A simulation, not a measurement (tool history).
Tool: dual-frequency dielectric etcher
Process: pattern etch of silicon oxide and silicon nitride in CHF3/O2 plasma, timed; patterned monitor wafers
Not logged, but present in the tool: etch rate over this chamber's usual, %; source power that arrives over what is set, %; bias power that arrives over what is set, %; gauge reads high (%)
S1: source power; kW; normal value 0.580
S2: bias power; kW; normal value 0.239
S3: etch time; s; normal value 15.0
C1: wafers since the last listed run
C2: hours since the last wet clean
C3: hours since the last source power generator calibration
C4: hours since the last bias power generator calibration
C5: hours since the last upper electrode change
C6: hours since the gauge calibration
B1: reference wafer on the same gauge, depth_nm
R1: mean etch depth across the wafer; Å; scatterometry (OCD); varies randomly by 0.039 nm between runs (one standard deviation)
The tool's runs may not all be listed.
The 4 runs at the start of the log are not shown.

Run 5, hour 97.9: usual settings; C1 246; C2 256.6; C3 4800.8; C4 3531.5; C5 2257.7; C6 577.8; B1 30.29. Result: R1 270.8 Å.
Run 6, hour 111.6: usual settings; C1 127; C2 270.3; C3 4814.5; C4 3545.2; C5 2271.4; C6 591.5; B1 30.30. Result: R1 271.2 Å.
Run 7, hour 138.0: usual settings; C1 244; C2 296.7; C3 4840.9; C4 3571.6; C5 2297.8; C6 617.9; B1 30.31. Result: R1 271.9 Å.
Run 8, hour 154.1: usual settings; C1 149; C2 312.8; C3 4857.0; C4 3587.7; C5 2313.9; C6 634.0; B1 30.31. Result: R1 271.2 Å.
Run 9, hour 175.2: usual settings; C1 195; C2 333.9; C3 4878.1; C4 3608.8; C5 2335.0; C6 655.1; B1 30.30. Result: R1 271.6 Å.
At hour 200.3: bias power generator calibrated.
Run 10, hour 201.2: usual settings; C1 203; C2 359.9; C3 4904.1; C4 0.9; C5 2361.0; C6 681.1; B1 30.30. Result: R1 270.8 Å.
Run 11, hour 237.1: usual settings but S2 0.285 kW, S3 19.0 s; C1 332; C2 395.8; C3 4940.0; C4 36.8; C5 2396.9; C6 717.0; B1 30.30. Result: R1 356.5 Å.
Run 12, hour 267.6: usual settings but S1 0.690 kW; C1 282; C2 426.3; C3 4970.5; C4 67.3; C5 2427.4; C6 747.5; B1 30.29. Result: R1 301.1 Å.
At hour 299.1: wet clean of the chamber.
Run 13, hour 301.9: usual settings but S2 0.202 kW, S3 16.5 s; C1 95; C2 2.8; C3 5004.8; C4 101.6; C5 2461.7; C6 781.8; B1 30.29. Result: R1 287.9 Å.
Run 14, hour 316.5: usual settings but S1 0.540 kW, S2 0.216 kW, S3 19.5 s; C1 135; C2 17.4; C3 5019.4; C4 116.2; C5 2476.3; C6 796.4; B1 30.31. Result: R1 329.6 Å.
Run 15, hour 338.1: usual settings but S1 0.490 kW, S2 0.213 kW, S3 13.5 s; C1 200; C2 39.0; C3 5041.0; C4 137.8; C5 2497.9; C6 818.0; B1 30.31. Result: R1 213.7 Å.
Run 16, hour 363.8: usual settings but S1 0.660 kW, S2 0.220 kW; C1 238; C2 64.7; C3 5066.7; C4 163.5; C5 2523.6; C6 843.7; B1 30.30. Result: R1 287.0 Å.
At hour 368.4: source power generator calibrated.
Run 17, hour 392.6: usual settings but S1 0.480 kW, S2 0.192 kW; C1 229; C2 93.5; C3 24.2; C4 192.3; C5 2552.4; C6 872.5; B1 30.30. Result: R1 224.5 Å.
Run 18, hour 405.6: usual settings but S1 0.710 kW, S2 0.203 kW, S3 11.0 s; C1 120; C2 106.5; C3 37.2; C4 205.3; C5 2565.4; C6 885.5; B1 30.30. Result: R1 211.6 Å.
Run 19, hour 431.0: usual settings but S2 0.266 kW, S3 17.0 s; C1 235; C2 131.9; C3 62.6; C4 230.7; C5 2590.8; C6 910.9; B1 30.29. Result: R1 305.9 Å.

Run 20 comes next. What will it give?
Run 20, hour 465.1: usual settings; C1 316; C2 166.0; C3 96.7; C4 264.8; C5 2624.9; C6 945.0; B1 ?. Result: R1 ?.

{"run 20": {"B1": 30.31, "R1": 264.5}}
Were there no unlogged condition in the tool, this run, its random variation unchanged, would have produced R1 262.5 Å.
